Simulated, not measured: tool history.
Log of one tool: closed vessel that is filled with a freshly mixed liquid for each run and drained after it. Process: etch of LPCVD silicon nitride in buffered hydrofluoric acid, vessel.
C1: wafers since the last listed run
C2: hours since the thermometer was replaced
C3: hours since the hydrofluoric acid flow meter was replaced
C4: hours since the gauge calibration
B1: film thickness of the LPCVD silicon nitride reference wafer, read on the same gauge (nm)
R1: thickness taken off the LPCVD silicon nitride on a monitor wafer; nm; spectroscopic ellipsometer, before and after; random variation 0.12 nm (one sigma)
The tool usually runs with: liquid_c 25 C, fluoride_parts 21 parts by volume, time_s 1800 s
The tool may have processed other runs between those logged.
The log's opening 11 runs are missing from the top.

run 12 hour=526.9 | liquid_c=25 fluoride_parts=27 time_s=2650 | C1=2682 C2=2139.6 C3=184.5 C4=521.7 | B1=80 | R1=16.44
run 13 hour=583.7 | liquid_c=22.5 fluoride_parts=24.5 time_s=970 | C1=2473 C2=2196.4 C3=241.3 C4=578.5 | B1=80.03 | R1=5.45
run 14 hour=612.2 | liquid_c=23.5 fluoride_parts=14.5 time_s=1095 | C1=1241 C2=2224.9 C3=269.8 C4=607 | B1=80.01 | R1=10.08
run 15 hour=651.2 | liquid_c=25 fluoride_parts=27 time_s=2575 | C1=1698 C2=2263.9 C3=308.8 C4=646 | B1=80 | R1=15.51
run 16 hour=721.2 | liquid_c=25 fluoride_parts=27 time_s=815 | C1=3048 C2=2333.9 C3=378.8 C4=716 | B1=80.01 | R1=4.84
run 17 hour=771.5 | liquid_c=28.5 fluoride_parts=15.5 time_s=1800 | C1=2190 C2=2384.2 C3=429.1 C4=766.3 | B1=80 | R1=19.27
-- hour=785.9 thermometer replaced
run 18 hour=796 | liquid_c=25 fluoride_parts=21 time_s=2815 | C1=1023 C2=10.1 C3=453.6 C4=790.8 | B1=80.01 | R1=19.82
-- hour=812.6 hydrofluoric acid flow meter replaced
run 19 hour=859.1 | liquid_c=22 fluoride_parts=26.5 time_s=1350 | C1=2704 C2=73.2 C3=46.5 C4=853.9 | B1=80.02 | R1=7.27
run 20 hour=907.7 | liquid_c=20.5 fluoride_parts=12.5 time_s=1800 | C1=2116 C2=121.8 C3=95.1 C4=902.5 | B1=80 | R1=16.49
run 21 hour=958.9 | liquid_c=26.5 fluoride_parts=28 time_s=1800 | C1=2229 C2=173 C3=146.3 C4=953.7 | B1=80.04 | R1=11.62
run 22 hour=1005.1 | liquid_c=22.5 fluoride_parts=24.5 time_s=970 | C1=2012 C2=219.2 C3=192.5 C4=999.9 | B1=80.03 | R1=5.47
run 23 hour=1065 | liquid_c=25 fluoride_parts=21 time_s=1800 | C1=2608 C2=279.1 C3=252.4 C4=1059.8 | B1=79.97 | R1=12.81
run 24 hour=1090.5 | liquid_c=28.5 fluoride_parts=15.5 time_s=1800 | C1=1110 C2=304.6 C3=277.9 C4=1085.3 | B1=80 | R1=20.13
run 25 hour=1122.8 | liquid_c=25 fluoride_parts=21 time_s=1800 | C1=1406 C2=336.9 C3=310.2 C4=1117.6 | B1=80.02 | R1=12.64
run 26 hour=1168.8 | liquid_c=28.5 fluoride_parts=15.5 time_s=1800 | C1=2003 C2=382.9 C3=356.2 C4=1163.6 | B1=79.99 | R1=19.95
run 27 hour=1212.7 | liquid_c=28 fluoride_parts=21 time_s=1465 | C1=1911 C2=426.8 C3=400.1 C4=1207.5 | B1=80.03 | R1=12.05
run 28 hour=1261.3 | liquid_c=27.5 fluoride_parts=21 time_s=1800 | C1=2116 C2=475.4 C3=448.7 C4=1256.1 | B1=80.02 | R1=14.42
-- hour=1302.4 hydrofluoric acid flow meter replaced
run 29 hour=1303.3 | liquid_c=21 fluoride_parts=16.5 time_s=1800 | C1=1785 C2=517.4 C3=0.9 C4=1298.1 | B1=79.99 | R1=13.51
run 30 hour=1333.7 | liquid_c=25 fluoride_parts=21 time_s=835 | C1=1324 C2=547.8 C3=31.3 C4=1328.5 | B1=80.01 | R1=6.18
run 31 hour=1371.6 | liquid_c=25 fluoride_parts=27 time_s=1800 | C1=1650 C2=585.7 C3=69.2 C4=1366.4 | B1=79.99 | R1=11.43
run 32 hour=1413.7 | liquid_c=26.5 fluoride_parts=17 time_s=1110 | C1=1833 C2=627.8 C3=111.3 C4=1408.5 | B1=79.98 | R1=10.46
run 33 hour=1441.2 | liquid_c=29 fluoride_parts=25 time_s=1160 | C1=1197 C2=655.3 C3=138.8 C4=1436 | B1=80.05 | R1=9.16

What if the next run were any one of these 3? Each begins from the tool's condition after run 33:
run A hour=1442.4 | liquid_c=25 fluoride_parts=21 time_s=1020 | C1=52 C2=656.5 C3=140 C4=1437.2 | B1=? | R1=?
run B hour=1442.4 | liquid_c=20 fluoride_parts=27 time_s=1425 | C1=52 C2=656.5 C3=140 C4=1437.2 | B1=? | R1=?
run C hour=1442.4 | liquid_c=23.5 fluoride_parts=17 time_s=2165 | C1=52 C2=656.5 C3=140 C4=1437.2 | B1=? | R1=?

run=A B1=80.02 R1=7.54
run=B B1=80.02 R1=6.71
run=C B1=80.02 R1=17.67
Stripped of hidden state, with their random variation kept, the same runs would have yielded:
run=A R1=7.75
run=B R1=6.91
run=C R1=18.4
